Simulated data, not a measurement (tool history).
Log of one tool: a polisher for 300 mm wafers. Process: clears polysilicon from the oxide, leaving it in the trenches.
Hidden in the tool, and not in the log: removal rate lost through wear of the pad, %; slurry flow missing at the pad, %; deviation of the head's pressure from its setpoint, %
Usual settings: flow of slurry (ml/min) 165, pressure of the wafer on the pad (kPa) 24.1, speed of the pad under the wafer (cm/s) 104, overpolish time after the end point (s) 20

run     day  flow of slurry (ml/min)  pressure of the wafer on the pad (kPa)  speed of the pad under the wafer (cm/s)  overpolish time after the end point (s)  wafers since the last listed run  wafers polished on this pad  hours since the slurry nozzle was cleaned  hours since the head pressure was calibrated  incoming thickness of the incoming film, nm  time until the end point was called (s)  dishing of a wide line in a test structure (angstrom)
  1       0                      165                                    24.1                                      104                                       15                                 0                         1046                                      253.8                                         896.2                                          761                                     40.5                                                    677
  2   0.638                      165                                    24.1                                      104                                       15                               180                         1226                                      269.1                                         911.5                                        749.4                                     40.2                                                    665
      0.983  -- worn pad replaced by a new one
  3   1.004                      165                                    24.1                                      104                                       15                                56                            5                                      277.9                                         920.3                                        771.5                                     39.1                                                    687
  4   1.517                      165                                    24.1                                      104                                       12                               145                          150                                      290.2                                         932.6                                        754.5                                     39.3                                                    668
  5   2.238                      165                                    24.1                                      104                                       12                               204                          354                                      307.5                                         949.9                                        766.7                                       40                                                    652
  6   2.854                      165                                    24.1                                      104                                       12                               174                          529                                      322.3                                         964.7                                        750.2                                     39.7                                                    661
  7   3.162                      165                                    24.1                                      104                                       20                                87                          616                                      329.7                                         972.1                                        747.9                                       40                                                    685
  8   3.583                      165                                    24.1                                      104                                       20                               119                          736                                      339.8                                         982.2                                        760.7                                     40.8                                                    671
  9   4.325                      165                                    24.1                                      104                                       20                               210                          946                                      357.6                                          1000                                        761.8                                     41.5                                                    653
      4.512  -- worn pad replaced by a new one
 10   4.667                      125                                    24.1                                      104                                       20                                49                           44                                      365.8                                        1008.2                                          763                                     40.9                                                    670
 11   5.329                      165                                    24.1                                      126                                       20                               187                          231                                      381.7                                        1024.1                                        749.6                                     34.1                                                    674
 12   5.917                      165                                    24.1                                      126                                       20                               166                          398                                      395.8                                        1038.2                                        762.6                                     35.1                                                    687
 13   6.229                      165                                    24.1                                      104                                       20                                88                          486                                      403.3                                        1045.7                                        759.7                                       41                                                    671
 14   6.725                      165                                    24.1                                      104                                       20                               140                          626                                      415.2                                        1057.6                                        756.9                                     41.3                                                    677
 15     7.4                      165                                    24.1                                      104                                       20                               191                          818                                      431.4                                        1073.8                                        761.8                                     42.1                                                    685
 16   7.996                      165                                    16.5                                       70                                       20                               168                          986                                      445.7                                        1088.1                                        759.1                                     82.6                                                    624
      8.292  -- worn pad replaced by a new one
 17   8.379                      165                                    24.1                                      128                                       20                                61                           25                                      454.9                                        1097.3                                        774.2                                     34.9                                                    680
      8.867  -- slurry nozzle cleaned
 18   9.008                      165                                    16.5                                      104                                       20                               166                          191                                        3.4                                        1112.4                                        760.2                                     55.7                                                    672
 19   9.408                      165                                    24.1                                      104                                       13                               113                          304                                         13                                          1122                                        760.6                                     39.6                                                    667
 20   9.675                      140                                    24.1                                      104                                        8                                75                          380                                       19.4                                        1128.4                                        751.2                                     39.4                                                    628
 21  10.271                      165                                    24.1                                      104                                       20                               168                          549                                       33.7                                        1142.7                                        749.8                                     39.3                                                    675
 22  11.021                      115                                    30.3                                      104                                       28                               212                          761                                       51.7                                        1160.7                                        769.9                                     33.8                                                    668
     11.829  -- worn pad replaced by a new one
 23   11.85                      165                                    24.1                                      104                                       20                               187                            5                                       71.6                                        1180.6                                        768.1                                     39.1                                                    680
 24  12.221                      115                                    24.1                                      104                                       20                               105                          110                                       80.5                                        1189.5                                        761.9                                     40.7                                                    691
 25  12.596                      140                                      20                                      104                                       20                               106                          217                                       89.5                                        1198.5                                        755.6                                     46.7                                                    689
 26  13.112                      140                                    19.3                                      104                                       20                               146                          363                                      101.9                                        1210.9                                        755.6                                     49.1                                                    685
     13.229  -- head pressure recalibrated
 27  13.808                      165                                    24.1                                      104                                       20                               173                          536                                      118.6                                          13.9                                        766.9                                     40.9                                                    684
 28  14.538                      165                                    24.1                                      104                                       30                               206                          743                                      136.1                                          31.4                                        770.4                                     41.1                                                    680
 29  15.054                      105                                    31.7                                       68                                       20                               146                          889                                      148.5                                          43.8                                        752.4                                     44.3                                                    675
 30  15.462                      195                                    24.1                                      104                                       14                               115                         1005                                      158.3                                          53.6                                        757.5                                     39.2                                                    649
 31  16.196                      165                                    15.9                                       70                                       11                               207                         1212                                      175.9                                          71.2                                        759.5                                     80.3                                                    532
     16.475  -- worn pad replaced by a new one
 32  16.496                      145                                    24.1                                      124                                       20                                37                            5                                      183.1                                          78.4                                        771.9                                       34                                                    670
 33  16.925                      165                                    24.1                                      118                                       27                               121                          127                                      193.4                                          88.7                                        765.1                                     35.2                                                    688
 34  17.204                      130                                    16.5                                      104                                       10                                79                          206                                      200.1                                          95.4                                        758.2                                     57.8                                                    597
 35  17.717                      165                                    24.1                                      104                                       13                               145                          351                                      212.4                                         107.7                                        752.7                                     39.7                                                    662

4 ways to go on from here, each from the tool as it stands after run 35. What would each give?
  A  17.733                      165                                    28.3                                      104                                       20                                 4                          355                                      212.8                                         108.1                                        748.1                                        ?                                                      ?
  B  17.733                      145                                    24.1                                      104                                       20                                 4                          355                                      212.8                                         108.1                                        748.1                                        ?                                                      ?
  C  17.733                      145                                    24.1                                      116                                       15                                 4                          355                                      212.8                                         108.1                                        748.1                                        ?                                                      ?
  D  17.733                      200                                    20.7                                      128                                       16                                 4                          355                                      212.8                                         108.1                                        748.1                                        ?                                                      ?

run  time until the end point was called (s)  dishing of a wide line in a test structure (angstrom)
  A                                     33.7                                                    679
  B                                     39.7                                                    677
  C                                     36.3                                                    673
  D                                     37.4                                                    674
Without the tool's hidden state the same runs would have given:
run  time until the end point was called (s)  dishing of a wide line in a test structure (angstrom)
  A                                       32                                                    679
  B                                     37.6                                                    678
  C                                     34.4                                                    675
  D                                     35.5                                                    676

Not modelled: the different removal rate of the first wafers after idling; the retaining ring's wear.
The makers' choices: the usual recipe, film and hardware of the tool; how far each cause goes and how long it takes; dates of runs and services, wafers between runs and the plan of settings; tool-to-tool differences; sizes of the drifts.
